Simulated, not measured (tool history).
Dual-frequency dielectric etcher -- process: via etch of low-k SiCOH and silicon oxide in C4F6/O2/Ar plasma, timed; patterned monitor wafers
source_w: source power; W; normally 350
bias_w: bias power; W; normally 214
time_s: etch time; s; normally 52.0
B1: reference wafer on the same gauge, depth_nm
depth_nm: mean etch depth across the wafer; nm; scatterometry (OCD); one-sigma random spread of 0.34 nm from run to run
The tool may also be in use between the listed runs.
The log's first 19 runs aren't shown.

{"run": 20, "hour": 1805.3, "source_w": 350, "bias_w": 214, "time_s": 43.5, "B1": 120.0, "depth_nm": 118.4}
{"run": 21, "hour": 1841.8, "source_w": 380, "bias_w": 172, "time_s": 62.5, "B1": 120.1, "depth_nm": 165.7}
{"hour": 1894.7, "done": "wet clean of the chamber"}
{"run": 22, "hour": 1895.2, "source_w": 350, "bias_w": 214, "time_s": 52.0, "B1": 120.0, "depth_nm": 138.1}
{"run": 23, "hour": 1991.4, "source_w": 400, "bias_w": 251, "time_s": 40.0, "B1": 120.0, "depth_nm": 115.0}
{"run": 24, "hour": 2052.3, "source_w": 350, "bias_w": 214, "time_s": 56.5, "B1": 120.0, "depth_nm": 151.4}
{"run": 25, "hour": 2116.9, "source_w": 350, "bias_w": 214, "time_s": 52.0, "B1": 120.0, "depth_nm": 139.9}
{"run": 26, "hour": 2161.4, "source_w": 320, "bias_w": 214, "time_s": 52.0, "B1": 119.9, "depth_nm": 137.4}
{"run": 27, "hour": 2215.5, "source_w": 350, "bias_w": 200, "time_s": 58.5, "B1": 120.0, "depth_nm": 155.5}
{"run": 28, "hour": 2269.7, "source_w": 270, "bias_w": 214, "time_s": 58.0, "B1": 119.9, "depth_nm": 147.4}
{"hour": 2349.1, "done": "wet clean of the chamber"}
{"run": 29, "hour": 2349.6, "source_w": 280, "bias_w": 214, "time_s": 52.0, "B1": 120.0, "depth_nm": 130.4}
{"run": 30, "hour": 2436.6, "source_w": 430, "bias_w": 214, "time_s": 52.0, "B1": 120.1, "depth_nm": 147.3}

Here are 3 independent what-if runs from the current tool condition. What would each one return?
{"run": "A", "hour": 2437.0, "source_w": 350, "bias_w": 214, "time_s": 65.5, "B1": "?", "depth_nm": "?"}
{"run": "B", "hour": 2437.0, "source_w": 420, "bias_w": 180, "time_s": 43.5, "B1": "?", "depth_nm": "?"}
{"run": "C", "hour": 2437.0, "source_w": 380, "bias_w": 172, "time_s": 58.0, "B1": "?", "depth_nm": "?"}

run=A B1=120.0 depth_nm=175.2
run=B B1=120.0 depth_nm=117.5
run=C B1=120.0 depth_nm=150.8
What these runs would have given with no unlogged condition in the tool:
run=A depth_nm=172.5
run=B depth_nm=115.6
run=C depth_nm=148.4
